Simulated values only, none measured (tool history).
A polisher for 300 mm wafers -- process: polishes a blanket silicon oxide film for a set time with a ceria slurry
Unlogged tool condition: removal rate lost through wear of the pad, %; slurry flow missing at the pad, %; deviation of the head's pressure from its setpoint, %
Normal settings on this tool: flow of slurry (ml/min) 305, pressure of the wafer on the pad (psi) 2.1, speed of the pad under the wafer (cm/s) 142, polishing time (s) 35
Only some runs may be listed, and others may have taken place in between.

run	hour	flow of slurry (ml/min)	pressure of the wafer on the pad (psi)	speed of the pad under the wafer (cm/s)	polishing time (s)	wafers since the last listed run	wafers polished on this pad	hours since the slurry nozzle was cleaned	hours since the head pressure was calibrated	incoming thickness of the incoming film, nm	film removed (nm)
1	0.0	305	2.1	112	35	0	531	388.7	122.5	1350.9	110.9
2	26.8	305	2.1	142	35	214	746	415.5	149.3	1355.7	132.0
3	64.8	305	2.1	142	35	304	1051	453.5	187.3	1381.1	129.5
4	97.1	305	2.1	142	35	258	1310	485.8	219.6	1380.1	129.8
5	156.4	305	2.1	142	35	475	1785	545.1	278.9	1360.5	129.7
6	221.1	305	2.3	142	35	518	2303	609.8	343.6	1342.4	140.8
7	283.3	305	2.3	142	35	498	2802	672.0	405.8	1345.7	140.3
8	338.0	305	2.3	142	35	438	3240	726.7	460.5	1385.6	138.9
9	398.9	305	2.1	142	35	488	3728	787.6	521.4	1381.6	127.2
# hour 408.1: worn pad replaced by a new one, of another model than before
10	455.5	305	2.1	142	35	421	379	844.2	578.0	1365.2	126.4
# hour 466.4: slurry nozzle cleaned
11	485.3	305	2.1	142	35	230	610	18.9	607.8	1344.6	126.6
12	551.8	305	2.1	142	35	532	1143	85.4	674.3	1382.5	125.2
# hour 568.3: head pressure recalibrated
13	602.2	305	2.1	142	35	387	1531	135.8	33.9	1370.3	130.8
14	636.5	305	2.1	108	38	274	1806	170.1	68.2	1373.1	110.7
15	673.7	305	2.1	168	35	298	2104	207.3	105.4	1381.9	153.8
16	699.5	305	2.1	142	35	206	2311	233.1	131.2	1369.6	130.1
17	759.5	380	2.1	110	40	480	2791	293.1	191.2	1371.3	121.3
# hour 827.2: worn pad replaced by a new one
18	852.2	405	2.1	158	26	710	200	385.8	283.9	1360.6	109.9
19	880.2	305	2.1	142	35	224	424	413.8	311.9	1368.6	130.9
20	907.2	305	2.1	142	41	216	641	440.8	338.9	1370.0	152.2
21	964.5	305	1.6	142	46	459	1100	498.1	396.2	1349.6	138.1
22	1012.9	305	2.3	142	35	387	1488	546.5	444.6	1365.1	136.0
23	1070.1	370	2.4	122	46	458	1946	603.7	501.8	1368.4	167.8
# hour 1116.2: head pressure recalibrated
24	1129.4	270	1.9	172	40	459	2405	663.0	13.2	1372.5	163.4
25	1196.5	305	2.1	142	45	537	2943	730.1	80.3	1363.1	168.7
26	1262.8	305	2.1	142	35	531	3475	796.4	146.6	1365.3	130.4
# hour 1294.0: worn pad replaced by a new one
27	1312.6	305	2.1	142	35	367	148	846.2	196.4	1381.3	130.3
28	1381.0	305	2.1	142	35	548	696	914.6	264.8	1390.2	130.3
# hour 1390.7: slurry nozzle cleaned
29	1416.2	215	1.6	94	27	274	971	25.5	300.0	1363.3	53.4
30	1468.1	260	2.1	142	24	415	1386	77.4	351.9	1350.1	85.6
31	1515.6	260	2.1	142	32	380	1767	124.9	399.4	1355.2	115.2
32	1587.6	305	2.1	142	35	577	2344	196.9	471.4	1382.3	130.3
33	1612.0	305	2.1	142	26	195	2540	221.3	495.8	1352.7	95.9
34	1680.9	225	2.5	142	39	552	3092	290.2	564.7	1379.2	154.1
# hour 1685.1: head pressure recalibrated
# hour 1719.0: worn pad replaced by a new one
35	1729.5	305	2.1	142	35	341	84	338.8	44.4	1388.3	131.9
36	1768.1	305	1.5	184	35	309	393	377.4	83.0	1368.0	130.7
37	1823.3	245	2.3	188	42	442	836	432.6	138.2	1352.3	209.8

Forecast each of these 4 alternatives for the next run:
A	1823.7	305	2.1	142	35	3	839	433.0	138.6	1368.3	?
B	1823.7	305	2.4	120	25	3	839	433.0	138.6	1368.3	?
C	1823.7	305	2.3	142	28	3	839	433.0	138.6	1368.3	?
D	1823.7	265	2.3	172	35	3	839	433.0	138.6	1368.3	?

run	film removed (nm)
A	133.0
B	90.1
C	113.9
D	166.8
Without the tool's unlogged condition, the same runs would have read:
run	film removed (nm)
A	133.1
B	90.2
C	114.1
D	166.9

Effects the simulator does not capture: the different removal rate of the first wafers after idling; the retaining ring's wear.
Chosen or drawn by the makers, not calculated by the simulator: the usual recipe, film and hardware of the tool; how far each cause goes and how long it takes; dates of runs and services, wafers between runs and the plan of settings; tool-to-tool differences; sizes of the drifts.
